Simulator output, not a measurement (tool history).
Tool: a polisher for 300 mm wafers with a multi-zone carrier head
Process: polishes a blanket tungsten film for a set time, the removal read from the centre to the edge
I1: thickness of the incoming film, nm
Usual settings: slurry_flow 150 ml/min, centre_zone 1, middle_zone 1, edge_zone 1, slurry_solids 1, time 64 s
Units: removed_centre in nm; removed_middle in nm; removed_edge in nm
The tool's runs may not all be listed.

run 1 hour=0 | slurry_flow=115 centre_zone=1 middle_zone=1 edge_zone=1 slurry_solids=1 time=64 | I1=1582.1 | removed_centre=294.8 removed_middle=319.2 removed_edge=322
run 2 hour=51 | slurry_flow=150 centre_zone=1 middle_zone=1 edge_zone=1 slurry_solids=1 time=64 | I1=1598.5 | removed_centre=303.7 removed_middle=339.7 removed_edge=337.7
-- hour=65.9 worn pad replaced by a new one
-- hour=77.3 centre zone pressure recalibrated
run 3 hour=106.1 | slurry_flow=150 centre_zone=1 middle_zone=1 edge_zone=1 slurry_solids=1 time=64 | I1=1597.1 | removed_centre=338.1 removed_middle=340.7 removed_edge=332.8
run 4 hour=177.5 | slurry_flow=150 centre_zone=1 middle_zone=1 edge_zone=1 slurry_solids=1 time=64 | I1=1582.7 | removed_centre=327.3 removed_middle=335.7 removed_edge=336.5
run 5 hour=217.9 | slurry_flow=150 centre_zone=1 middle_zone=1 edge_zone=1 slurry_solids=1 time=64 | I1=1586.5 | removed_centre=323.5 removed_middle=339 removed_edge=325.1
-- hour=265.3 carrier head's membrane replaced by a new one
run 6 hour=285.1 | slurry_flow=160 centre_zone=1 middle_zone=1 edge_zone=1 slurry_solids=1 time=64 | I1=1610.1 | removed_centre=326.8 removed_middle=341 removed_edge=330.1
-- hour=291.8 worn pad replaced by a new one
-- hour=300.4 slurry nozzle cleaned
run 7 hour=317.8 | slurry_flow=160 centre_zone=1 middle_zone=1 edge_zone=1 slurry_solids=1 time=64 | I1=1607.7 | removed_centre=312.9 removed_middle=339.6 removed_edge=336.6
run 8 hour=381.3 | slurry_flow=160 centre_zone=1 middle_zone=1 edge_zone=1 slurry_solids=1 time=64 | I1=1577.2 | removed_centre=321.8 removed_middle=340.7 removed_edge=338.3
run 9 hour=407 | slurry_flow=150 centre_zone=1 middle_zone=1 edge_zone=1 slurry_solids=1 time=64 | I1=1598.6 | removed_centre=310.1 removed_middle=337.2 removed_edge=330.4
run 10 hour=432.4 | slurry_flow=150 centre_zone=1 middle_zone=1 edge_zone=1 slurry_solids=1.25 time=80 | I1=1604.7 | removed_centre=397.6 removed_middle=446.3 removed_edge=436.2
-- hour=471.2 centre zone pressure recalibrated
-- hour=480.8 worn pad replaced by a new one
run 11 hour=501.8 | slurry_flow=165 centre_zone=1 middle_zone=0.97 edge_zone=1 slurry_solids=0.85 time=52 | I1=1601.8 | removed_centre=267.3 removed_middle=260.2 removed_edge=262.1
-- hour=570.5 edge zone pressure recalibrated
run 12 hour=571 | slurry_flow=150 centre_zone=1 middle_zone=1.03 edge_zone=0.89 slurry_solids=1 time=64 | I1=1613.9 | removed_centre=313.4 removed_middle=344.1 removed_edge=307.9
run 13 hour=617.8 | slurry_flow=150 centre_zone=1 middle_zone=1 edge_zone=0.89 slurry_solids=1 time=53 | I1=1597.7 | removed_centre=263.9 removed_middle=278.7 removed_edge=259.4
-- hour=690.9 worn pad replaced by a new one
run 14 hour=693.6 | slurry_flow=150 centre_zone=1 middle_zone=1 edge_zone=1 slurry_solids=1 time=64 | I1=1603.2 | removed_centre=308.1 removed_middle=337.3 removed_edge=329.4
-- hour=709.3 slurry nozzle cleaned
run 15 hour=741.8 | slurry_flow=165 centre_zone=1 middle_zone=1 edge_zone=1 slurry_solids=1.1 time=64 | I1=1626.4 | removed_centre=324.8 removed_middle=348.5 removed_edge=348.7
run 16 hour=808.8 | slurry_flow=135 centre_zone=1.07 middle_zone=1 edge_zone=1 slurry_solids=1 time=84 | I1=1606.2 | removed_centre=428.2 removed_middle=433.8 removed_edge=428.9
run 17 hour=854.4 | slurry_flow=150 centre_zone=1 middle_zone=1 edge_zone=1 slurry_solids=1.25 time=64 | I1=1574 | removed_centre=335.9 removed_middle=358.2 removed_edge=342.4
-- hour=886.5 centre zone pressure recalibrated
run 18 hour=896.2 | slurry_flow=150 centre_zone=1 middle_zone=0.92 edge_zone=1 slurry_solids=1 time=64 | I1=1615.1 | removed_centre=336.7 removed_middle=314 removed_edge=327.4
-- hour=918.6 worn pad replaced by a new one
run 19 hour=939.9 | slurry_flow=150 centre_zone=1 middle_zone=1 edge_zone=1 slurry_solids=1 time=64 | I1=1585.4 | removed_centre=334.5 removed_middle=337.2 removed_edge=322.9
run 20 hour=1003.7 | slurry_flow=115 centre_zone=1 middle_zone=1 edge_zone=1 slurry_solids=1.25 time=64 | I1=1578.5 | removed_centre=329.7 removed_middle=341.3 removed_edge=342.4

5 ways to go on from here, each from the tool as it stands after run 20. What would each give?
run A hour=1004.2 | slurry_flow=150 centre_zone=1 middle_zone=1 edge_zone=1 slurry_solids=1 time=64 | I1=1629.5 | removed_centre=? removed_middle=? removed_edge=?
run B hour=1004.2 | slurry_flow=110 centre_zone=1 middle_zone=1 edge_zone=1 slurry_solids=1 time=64 | I1=1629.5 | removed_centre=? removed_middle=? removed_edge=?
run C hour=1004.2 | slurry_flow=125 centre_zone=0.9 middle_zone=0.91 edge_zone=1 slurry_solids=1 time=80 | I1=1629.5 | removed_centre=? removed_middle=? removed_edge=?
run D hour=1004.2 | slurry_flow=150 centre_zone=1 middle_zone=1.04 edge_zone=1.08 slurry_solids=1.15 time=73 | I1=1629.5 | removed_centre=? removed_middle=? removed_edge=?
run E hour=1004.2 | slurry_flow=130 centre_zone=1.06 middle_zone=1.04 edge_zone=1 slurry_solids=1 time=58 | I1=1629.5 | removed_centre=? removed_middle=? removed_edge=?

run=A removed_centre=326.6 removed_middle=339 removed_edge=327.7
run=B removed_centre=309.2 removed_middle=323 removed_edge=316.7
run=C removed_centre=355.4 removed_middle=381 removed_edge=402.1
run=D removed_centre=386.1 removed_middle=414.1 removed_edge=400.5
run=E removed_centre=306.5 removed_middle=310.7 removed_edge=292.3
Without the tool's hidden state the same runs would have given:
run=A removed_centre=340.9 removed_middle=338.9 removed_edge=327.7
run=B removed_centre=322.8 removed_middle=322.9 removed_edge=316.7
run=C removed_centre=371.2 removed_middle=381 removed_edge=402.1
run=D removed_centre=403.1 removed_middle=414 removed_edge=400.5
run=E removed_centre=319.9 removed_middle=310.6 removed_edge=292.3
